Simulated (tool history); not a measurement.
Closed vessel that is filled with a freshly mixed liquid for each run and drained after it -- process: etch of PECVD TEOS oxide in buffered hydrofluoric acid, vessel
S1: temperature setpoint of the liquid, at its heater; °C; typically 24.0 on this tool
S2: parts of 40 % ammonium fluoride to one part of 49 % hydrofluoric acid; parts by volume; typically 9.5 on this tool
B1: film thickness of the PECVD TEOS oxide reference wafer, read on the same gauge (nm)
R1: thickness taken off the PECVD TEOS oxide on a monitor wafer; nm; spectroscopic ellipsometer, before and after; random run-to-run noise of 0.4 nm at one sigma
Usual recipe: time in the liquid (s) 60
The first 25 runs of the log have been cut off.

{"run": 26, "hour": 2229.8, "S1": 24.0, "S2": 9.5, "time in the liquid (s)": 60, "B1": 50.01, "R1": 108.71}
{"run": 27, "hour": 2308.2, "S1": 24.0, "S2": 12.5, "time in the liquid (s)": 75, "B1": 49.97, "R1": 107.78}
{"run": 28, "hour": 2394.1, "S1": 27.5, "S2": 9.5, "time in the liquid (s)": 35, "B1": 50.02, "R1": 77.59}
{"run": 29, "hour": 2485.7, "S1": 24.0, "S2": 9.5, "time in the liquid (s)": 60, "B1": 49.99, "R1": 109.71}
{"run": 30, "hour": 2553.8, "S1": 20.5, "S2": 9.5, "time in the liquid (s)": 60, "B1": 50.01, "R1": 91.22}
{"run": 31, "hour": 2643.8, "S1": 24.0, "S2": 9.5, "time in the liquid (s)": 60, "B1": 49.97, "R1": 109.7}
{"run": 32, "hour": 2685.2, "S1": 22.5, "S2": 9.5, "time in the liquid (s)": 60, "B1": 50.02, "R1": 101.46}
{"run": 33, "hour": 2734.7, "S1": 25.5, "S2": 9.5, "time in the liquid (s)": 35, "B1": 49.94, "R1": 70.02}
{"run": 34, "hour": 2812.6, "S1": 21.5, "S2": 9.5, "time in the liquid (s)": 60, "B1": 50.01, "R1": 96.37}

Here are 3 independent what-if runs from the current tool condition. What would each one return?
{"run": "A", "hour": 2813.3, "S1": 24.0, "S2": 9.5, "time in the liquid (s)": 60, "B1": "?", "R1": "?"}
{"run": "B", "hour": 2813.3, "S1": 27.5, "S2": 9.5, "time in the liquid (s)": 70, "B1": "?", "R1": "?"}
{"run": "C", "hour": 2813.3, "S1": 24.0, "S2": 9.5, "time in the liquid (s)": 75, "B1": "?", "R1": "?"}

run=A B1=50.01 R1=110.64
run=B B1=50.01 R1=155.87
run=C B1=50.01 R1=138.31
Had the tool no hidden state, the same runs would have come out as:
run=A R1=107.08
run=B R1=150.86
run=C R1=133.85
